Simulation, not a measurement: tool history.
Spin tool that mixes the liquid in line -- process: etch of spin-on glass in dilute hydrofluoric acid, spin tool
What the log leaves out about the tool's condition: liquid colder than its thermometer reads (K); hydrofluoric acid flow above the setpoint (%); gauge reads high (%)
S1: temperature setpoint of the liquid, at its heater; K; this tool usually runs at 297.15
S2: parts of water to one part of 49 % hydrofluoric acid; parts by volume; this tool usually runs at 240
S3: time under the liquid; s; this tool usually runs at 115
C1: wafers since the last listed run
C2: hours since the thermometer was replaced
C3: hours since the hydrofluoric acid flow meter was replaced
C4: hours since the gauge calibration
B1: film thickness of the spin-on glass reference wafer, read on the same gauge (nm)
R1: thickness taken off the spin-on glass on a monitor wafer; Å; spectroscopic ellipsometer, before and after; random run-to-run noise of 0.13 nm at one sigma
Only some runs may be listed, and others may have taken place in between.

run	hour	S1	S2	S3	C1	C2	C3	C4	B1	R1
1	0	295.15	320	115	0	638.6	222.8	52.5	129.99	127.5
2	17.8	300.15	240	135	130	656.4	240.6	70.3	130.02	258.7
3	29.6	300.15	240	135	86	668.2	252.4	82.1	129.98	257.8
4	45.7	300.15	240	135	117	684.3	268.5	98.2	130.01	257.9
5	62.4	294.65	240	115	122	701	285.2	114.9	130.01	178.1
6	69.5	297.15	240	165	51	708.1	292.3	122	129.99	280.8
7	86.2	297.15	240	75	122	724.8	309	138.7	130	128
8	96.7	297.15	240	75	76	735.3	319.5	149.2	130.02	127.2
9	103.4	297.15	240	75	49	742	326.2	155.9	130.03	128.4
10	121	297.15	280	115	128	759.6	343.8	173.5	129.96	161.2
11	128.6	297.15	280	115	55	767.2	351.4	181.1	130.01	161.7
12	137.1	297.15	280	115	62	775.7	359.9	189.6	130	162.1
# hour 150.2: gauge calibrated
13	150.4	297.15	240	115	97	789	373.2	0.2	129.98	197.9
# hour 166: hydrofluoric acid flow meter replaced
14	167.8	297.15	240	115	120	806.4	1.8	17.6	129.99	190.5
15	182.3	297.15	240	75	106	820.9	16.3	32.1	129.96	123
16	190.2	302.15	240	180	57	828.8	24.2	40	130.03	352.6
17	196.2	297.15	290	115	43	834.8	30.2	46	129.99	150.3
18	208.7	301.15	240	85	91	847.3	42.7	58.5	129.99	161.4
19	221.4	297.15	325	115	93	860	55.4	71.2	129.96	128.1
20	236.1	297.15	240	115	107	874.7	70.1	85.9	129.97	188
21	249.9	297.15	240	115	101	888.5	83.9	99.7	129.97	188.3
22	261.5	297.15	240	60	84	900.1	95.5	111.3	129.99	98.4
# hour 271.4: thermometer replaced
23	277.1	297.15	175	115	106	5.7	111.1	126.9	130.01	308.7
24	287.8	299.65	240	115	78	16.4	121.8	137.6	129.98	231.3
25	301	297.15	185	85	96	29.6	135	150.8	130.01	212.4
26	309.1	302.15	240	80	59	37.7	143.1	158.9	130.01	173.7
27	317.4	292.15	355	155	60	46	151.4	167.2	129.98	143.6
28	326.6	294.15	240	115	67	55.2	160.6	176.4	129.99	186.3
29	341.6	297.15	280	115	109	70.2	175.6	191.4	130	175.4

Branching from run 29: 5 alternative next runs. What would each branch give?
A	342	297.15	285	115	2	70.6	176	191.8	?	?
B	342	297.15	240	155	2	70.6	176	191.8	?	?
C	342	297.15	330	160	2	70.6	176	191.8	?	?
D	342	292.65	300	140	2	70.6	176	191.8	?	?
E	342	295.15	240	115	2	70.6	176	191.8	?	?

run	B1	R1
A	130	171.2
B	130	286.6
C	130	197.1
D	130	166.1
E	130	197.7
With no hidden state in the tool, these same runs would have given:
run	R1
A	170
B	284.7
C	195.6
D	165
E	196.4
